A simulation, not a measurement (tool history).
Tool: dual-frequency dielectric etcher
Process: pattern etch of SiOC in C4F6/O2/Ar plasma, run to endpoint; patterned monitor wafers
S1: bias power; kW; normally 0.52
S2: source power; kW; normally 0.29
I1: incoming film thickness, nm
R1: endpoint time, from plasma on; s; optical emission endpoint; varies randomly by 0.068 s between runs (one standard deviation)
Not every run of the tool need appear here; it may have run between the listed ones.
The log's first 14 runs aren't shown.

{"run": 15, "day": 17.567, "S1": 0.52, "S2": 0.29, "I1": 29.85, "R1": 11.2}
{"run": 16, "day": 18.238, "S1": 0.52, "S2": 0.23, "I1": 29.94, "R1": 12.1}
{"run": 17, "day": 19.4, "S1": 0.576, "S2": 0.32, "I1": 29.84, "R1": 10.6}
{"run": 18, "day": 20.658, "S1": 0.481, "S2": 0.26, "I1": 30.02, "R1": 12}
{"run": 19, "day": 21.204, "S1": 0.405, "S2": 0.33, "I1": 29.77, "R1": 11.9}
{"day": 22.175, "done": "source power generator calibrated"}
{"run": 20, "day": 22.196, "S1": 0.633, "S2": 0.29, "I1": 30.08, "R1": 10.6}
{"run": 21, "day": 22.662, "S1": 0.605, "S2": 0.29, "I1": 29.82, "R1": 10.6}
{"day": 24.421, "done": "wet clean of the chamber"}
{"run": 22, "day": 24.442, "S1": 0.612, "S2": 0.23, "I1": 29.98, "R1": 11.5}
{"run": 23, "day": 25.25, "S1": 0.52, "S2": 0.29, "I1": 29.77, "R1": 11.6}
{"run": 24, "day": 25.929, "S1": 0.52, "S2": 0.29, "I1": 29.54, "R1": 11.5}
{"run": 25, "day": 26.808, "S1": 0.421, "S2": 0.33, "I1": 30.03, "R1": 12.2}
{"run": 26, "day": 27.971, "S1": 0.421, "S2": 0.33, "I1": 29.9, "R1": 12.1}
{"run": 27, "day": 29.296, "S1": 0.586, "S2": 0.24, "I1": 29.76, "R1": 11.5}
{"run": 28, "day": 30.117, "S1": 0.547, "S2": 0.26, "I1": 29.63, "R1": 11.6}
{"run": 29, "day": 31.5, "S1": 0.632, "S2": 0.25, "I1": 29.38, "R1": 10.8}
{"run": 30, "day": 32.267, "S1": 0.52, "S2": 0.32, "I1": 30.04, "R1": 11.2}

What if the next run were any one of these 3? Each begins from the tool's condition after run 30:
{"run": "A", "day": 32.283, "S1": 0.466, "S2": 0.29, "I1": 29.6, "R1": "?"}
{"run": "B", "day": 32.283, "S1": 0.485, "S2": 0.22, "I1": 29.6, "R1": "?"}
{"run": "C", "day": 32.283, "S1": 0.435, "S2": 0.36, "I1": 29.6, "R1": "?"}

run=A R1=11.9
run=B R1=12.5
run=C R1=11.5
Stripped of hidden state, with their random variation kept, the same runs would have yielded:
run=A R1=12.1
run=B R1=12.7
run=C R1=11.7
